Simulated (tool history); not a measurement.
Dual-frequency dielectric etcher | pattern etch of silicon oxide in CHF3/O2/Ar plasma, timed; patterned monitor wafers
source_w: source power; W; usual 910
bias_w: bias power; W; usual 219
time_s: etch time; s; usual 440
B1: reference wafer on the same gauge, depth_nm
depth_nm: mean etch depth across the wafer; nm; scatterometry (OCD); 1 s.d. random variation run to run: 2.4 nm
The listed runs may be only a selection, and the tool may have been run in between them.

Run 1, hour 0: usual settings but time_s 514 s; B1 1190. Result: depth_nm 1222.7 nm.
Run 2, hour 94.9: usual settings but time_s 514 s; B1 1190.5. Result: depth_nm 1217.4 nm.
At hour 162.8: wet clean of the chamber.
Run 3, hour 163.3: usual settings; B1 1189.4. Result: depth_nm 1073.5 nm.
Run 4, hour 205.5: usual settings; B1 1190. Result: depth_nm 1074.8 nm.
Run 5, hour 255.8: usual settings; B1 1191.3. Result: depth_nm 1067.8 nm.
Run 6, hour 327.7: usual settings; B1 1189.6. Result: depth_nm 1069.8 nm.
Run 7, hour 412.8: usual settings; B1 1190.6. Result: depth_nm 1060 nm.
Run 8, hour 464.5: usual settings; B1 1190.5. Result: depth_nm 1057.2 nm.
Run 9, hour 550.4: usual settings; B1 1188.1. Result: depth_nm 1054.1 nm.
At hour 643.3: wet clean of the chamber.
Run 10, hour 654.4: usual settings; B1 1189.6. Result: depth_nm 1080.9 nm.
Run 11, hour 742: usual settings; B1 1190. Result: depth_nm 1072.4 nm.
At hour 833.1: upper electrode replaced.
Run 12, hour 843.6: usual settings but source_w 790 W, time_s 545.5 s; B1 1189.9. Result: depth_nm 1261.6 nm.
Run 13, hour 914.6: usual settings but source_w 790 W, time_s 545.5 s; B1 1191.9. Result: depth_nm 1254 nm.
At hour 937: bias power generator calibrated.
At hour 1043.3: wet clean of the chamber.
Run 14, hour 1043.8: usual settings but source_w 770 W; B1 1190.7. Result: depth_nm 1018.7 nm.
Run 15, hour 1183.6: usual settings but source_w 990 W, bias_w 184 W, time_s 311 s; B1 1190.1. Result: depth_nm 739.8 nm.
Run 16, hour 1274.7: usual settings but source_w 720 W, bias_w 268 W, time_s 550.5 s; B1 1190.9. Result: depth_nm 1302.1 nm.
At hour 1314.4: gauge calibrated.
Run 17, hour 1348.7: usual settings but source_w 830 W, bias_w 266 W, time_s 313 s; B1 1189.8. Result: depth_nm 771.3 nm.
Run 18, hour 1402.1: usual settings but source_w 1020 W, bias_w 190 W, time_s 553 s; B1 1190. Result: depth_nm 1326.4 nm.
Run 19, hour 1454.7: usual settings; B1 1190.7. Result: depth_nm 1047.3 nm.
At hour 1487.4: wet clean of the chamber.
Run 20, hour 1521.1: usual settings; B1 1189.7. Result: depth_nm 1076.6 nm.
At hour 1580.8: source power generator calibrated.
Run 21, hour 1589.6: usual settings but source_w 1120 W, bias_w 243 W; B1 1190.2. Result: depth_nm 1160.3 nm.
Run 22, hour 1730: usual settings; B1 1190.1. Result: depth_nm 1044.1 nm.
Run 23, hour 1777.3: usual settings but time_s 535.5 s; B1 1189.8. Result: depth_nm 1264.6 nm.
Run 24, hour 1862.1: usual settings; B1 1189.5. Result: depth_nm 1038.1 nm.
Run 25, hour 1907.2: usual settings; B1 1191.4. Result: depth_nm 1031.7 nm.

Estimate the outcome of run 26 from the log above:
At hour 1936.9: wet clean of the chamber.
Run 26, hour 1952.1: usual settings but source_w 1110 W, bias_w 189 W, time_s 557 s; B1 ?. Result: depth_nm ?.

Run 26 came out at B1 1190.5, depth_nm 1383.5 nm.
Without the tool's hidden state the same run would have given depth_nm 1376.5 nm.
